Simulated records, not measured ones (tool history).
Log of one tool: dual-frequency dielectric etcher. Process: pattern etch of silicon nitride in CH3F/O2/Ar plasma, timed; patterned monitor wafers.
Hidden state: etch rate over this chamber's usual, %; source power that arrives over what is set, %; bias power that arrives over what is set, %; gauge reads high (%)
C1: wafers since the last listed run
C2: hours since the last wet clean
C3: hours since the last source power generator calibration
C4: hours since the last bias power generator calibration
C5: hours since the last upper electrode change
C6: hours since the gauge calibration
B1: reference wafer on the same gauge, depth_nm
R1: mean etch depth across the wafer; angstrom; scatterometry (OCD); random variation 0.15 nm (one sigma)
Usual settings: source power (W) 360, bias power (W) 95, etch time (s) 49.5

Run 1, hour 0: usual settings but etch time (s) 55.5; C1 0; C2 371; C3 4272.4; C4 3897.1; C5 4017.5; C6 153.9; B1 37.31. Result: R1 399.6 angstrom.
Run 2, hour 8.4: usual settings but bias power (W) 101; C1 137; C2 379.4; C3 4280.8; C4 3905.5; C5 4025.9; C6 162.3; B1 37.31. Result: R1 365.9 angstrom.
Run 3, hour 15.8: usual settings but bias power (W) 101; C1 120; C2 386.8; C3 4288.2; C4 3912.9; C5 4033.3; C6 169.7; B1 37.29. Result: R1 366.4 angstrom.
Run 4, hour 27.7: usual settings; C1 194; C2 398.7; C3 4300.1; C4 3924.8; C5 4045.2; C6 181.6; B1 37.32. Result: R1 353.7 angstrom.
Run 5, hour 72.4: usual settings; C1 729; C2 443.4; C3 4344.8; C4 3969.5; C5 4089.9; C6 226.3; B1 37.29. Result: R1 350.3 angstrom.
Run 6, hour 111.5: usual settings; C1 638; C2 482.5; C3 4383.9; C4 4008.6; C5 4129; C6 265.4; B1 37.29. Result: R1 350.1 angstrom.
Run 7, hour 127.8: usual settings but source power (W) 430; C1 266; C2 498.8; C3 4400.2; C4 4024.9; C5 4145.3; C6 281.7; B1 37.29. Result: R1 380.1 angstrom.
Run 8, hour 139.5: usual settings but etch time (s) 42; C1 190; C2 510.5; C3 4411.9; C4 4036.6; C5 4157; C6 293.4; B1 37.28. Result: R1 298.9 angstrom.
At hour 169.4: gauge calibrated.
At hour 179.3: upper electrode replaced.
Run 9, hour 179.8: usual settings but etch time (s) 42; C1 266; C2 550.8; C3 4452.2; C4 4076.9; C5 0.5; C6 10.4; B1 37.29. Result: R1 294.7 angstrom.
Run 10, hour 193.9: usual settings but source power (W) 310; C1 230; C2 564.9; C3 4466.3; C4 4091; C5 14.6; C6 24.5; B1 37.31. Result: R1 322.8 angstrom.
Run 11, hour 210.4: usual settings; C1 269; C2 581.4; C3 4482.8; C4 4107.5; C5 31.1; C6 41; B1 37.32. Result: R1 350.2 angstrom.
At hour 244.6: wet clean of the chamber.
Run 12, hour 245.1: usual settings; C1 174; C2 0.5; C3 4517.5; C4 4142.2; C5 65.8; C6 75.7; B1 37.32. Result: R1 372.1 angstrom.
Run 13, hour 245.5: usual settings but etch time (s) 55.5; C1 6; C2 0.9; C3 4517.9; C4 4142.6; C5 66.2; C6 76.1; B1 37.3. Result: R1 422.8 angstrom.
Run 14, hour 247.2: usual settings but etch time (s) 40; C1 27; C2 2.6; C3 4519.6; C4 4144.3; C5 67.9; C6 77.8; B1 37.3. Result: R1 302.9 angstrom.
Run 15, hour 254.6: usual settings but etch time (s) 45.5; C1 120; C2 10; C3 4527; C4 4151.7; C5 75.3; C6 85.2; B1 37.27. Result: R1 343.8 angstrom.
At hour 263.1: bias power generator calibrated.
Run 16, hour 267.8: usual settings but source power (W) 310, bias power (W) 81; C1 150; C2 23.2; C3 4540.2; C4 4.7; C5 88.5; C6 98.4; B1 37.29. Result: R1 320.4 angstrom.
Run 17, hour 285.6: usual settings but etch time (s) 53.5; C1 290; C2 41; C3 4558; C4 22.5; C5 106.3; C6 116.2; B1 37.31. Result: R1 406.2 angstrom.
At hour 302.5: source power generator calibrated.
Run 18, hour 322.1: usual settings; C1 530; C2 77.5; C3 19.6; C4 59; C5 142.8; C6 152.7; B1 37.31. Result: R1 367.8 angstrom.
Run 19, hour 338.1: usual settings but bias power (W) 84; C1 261; C2 93.5; C3 35.6; C4 75; C5 158.8; C6 168.7; B1 37.31. Result: R1 349.6 angstrom.
Run 20, hour 353.7: usual settings; C1 254; C2 109.1; C3 51.2; C4 90.6; C5 174.4; C6 184.3; B1 37.3. Result: R1 368.9 angstrom.
Run 21, hour 363.3: usual settings but source power (W) 320, bias power (W) 73, etch time (s) 59; C1 156; C2 118.7; C3 60.8; C4 100.2; C5 184; C6 193.9; B1 37.28. Result: R1 365.2 angstrom.
Run 22, hour 375.8: usual settings but bias power (W) 103; C1 204; C2 131.2; C3 73.3; C4 112.7; C5 196.5; C6 206.4; B1 37.3. Result: R1 380.2 angstrom.
Run 23, hour 384.5: usual settings but bias power (W) 77, etch time (s) 37.5; C1 142; C2 139.9; C3 82; C4 121.4; C5 205.2; C6 215.1; B1 37.28. Result: R1 253.5 angstrom.
Run 24, hour 395: usual settings; C1 171; C2 150.4; C3 92.5; C4 131.9; C5 215.7; C6 225.6; B1 37.32. Result: R1 368.4 angstrom.
Run 25, hour 401.7: usual settings but source power (W) 320, bias power (W) 73, etch time (s) 59; C1 109; C2 157.1; C3 99.2; C4 138.6; C5 222.4; C6 232.3; B1 37.31. Result: R1 360.8 angstrom.

3 ways to go on from here, each from the tool as it stands after run 25. What would each give?
Run A, hour 402.1: usual settings but etch time (s) 56.5; C1 6; C2 157.5; C3 99.6; C4 139; C5 222.8; C6 232.7; B1 ?. Result: R1 ?.
Run B, hour 402.1: usual settings but source power (W) 440; C1 6; C2 157.5; C3 99.6; C4 139; C5 222.8; C6 232.7; B1 ?. Result: R1 ?.
Run C, hour 402.1: usual settings but source power (W) 400, etch time (s) 43; C1 6; C2 157.5; C3 99.6; C4 139; C5 222.8; C6 232.7; B1 ?. Result: R1 ?.

run     B1     R1
  A  37.27  419.3
  B  37.27  404.6
  C  37.27  335.9
Without the tool's hidden state the same runs would have given:
run     R1
  A  420.9
  B  406.2
  C  337.3
